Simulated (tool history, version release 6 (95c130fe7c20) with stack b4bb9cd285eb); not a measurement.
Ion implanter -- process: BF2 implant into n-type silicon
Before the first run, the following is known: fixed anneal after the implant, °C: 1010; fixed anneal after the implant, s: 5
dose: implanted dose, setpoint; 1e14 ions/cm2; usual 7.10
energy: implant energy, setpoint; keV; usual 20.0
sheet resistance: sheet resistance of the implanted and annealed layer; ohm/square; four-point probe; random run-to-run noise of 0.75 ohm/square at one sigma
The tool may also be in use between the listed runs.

run	hour	dose	energy	read-back reference wafer on the same gauge, sheet resistance	sheet resistance
1	0.0	6.63	14.5	266.13	275.84
2	52.4	6.63	14.5	266.02	276.65
3	84.4	7.97	20.0	265.98	224.24
4	143.9	6.43	22.0	266.01	232.66
5	192.3	6.43	22.0	266.07	232.50
6	225.8	7.10	20.0	265.88	232.02
7	291.6	7.10	20.0	265.83	231.07
8	327.6	7.10	20.0	265.96	232.57
9	392.1	8.18	20.0	265.85	222.27
10	460.1	8.18	20.0	265.89	223.11
11	493.2	8.18	20.0	266.01	221.30
12	521.1	8.73	20.0	265.94	219.59
13	583.0	8.73	20.0	265.98	217.68
14	613.2	8.64	23.0	265.83	203.70
15	645.8	8.99	20.0	265.97	216.77
16	799.1	8.45	17.0	265.97	237.98
17	831.6	8.21	23.0	266.11	206.61
18	896.9	5.36	13.0	265.96	308.93
19	945.6	9.06	23.5	265.91	198.70
20	1017.3	8.80	13.5	266.16	266.04
21	1042.8	5.50	17.5	265.96	270.28
# hour 1070.0: extraction supply calibrated
22	1074.9	5.65	20.0	265.96	252.70
23	1167.8	7.10	20.0	265.86	230.36
24	1220.7	7.10	20.0	266.07	230.01
25	1245.0	6.04	26.5	266.07	219.84

The next listed run, before its measurement:
# hour 1269.8: gauge calibrated
# hour 1271.2: Faraday cup replaced and dose calibrated
26	1271.7	7.10	20.0	?	?

{"run 26": {"read-back reference wafer on the same gauge, sheet resistance": 265.89, "sheet resistance": 232.85}}
Take away the tool's hidden state, keep the run-to-run variation as it was, and the same run would have given sheet resistance 233.18 ohm/square.
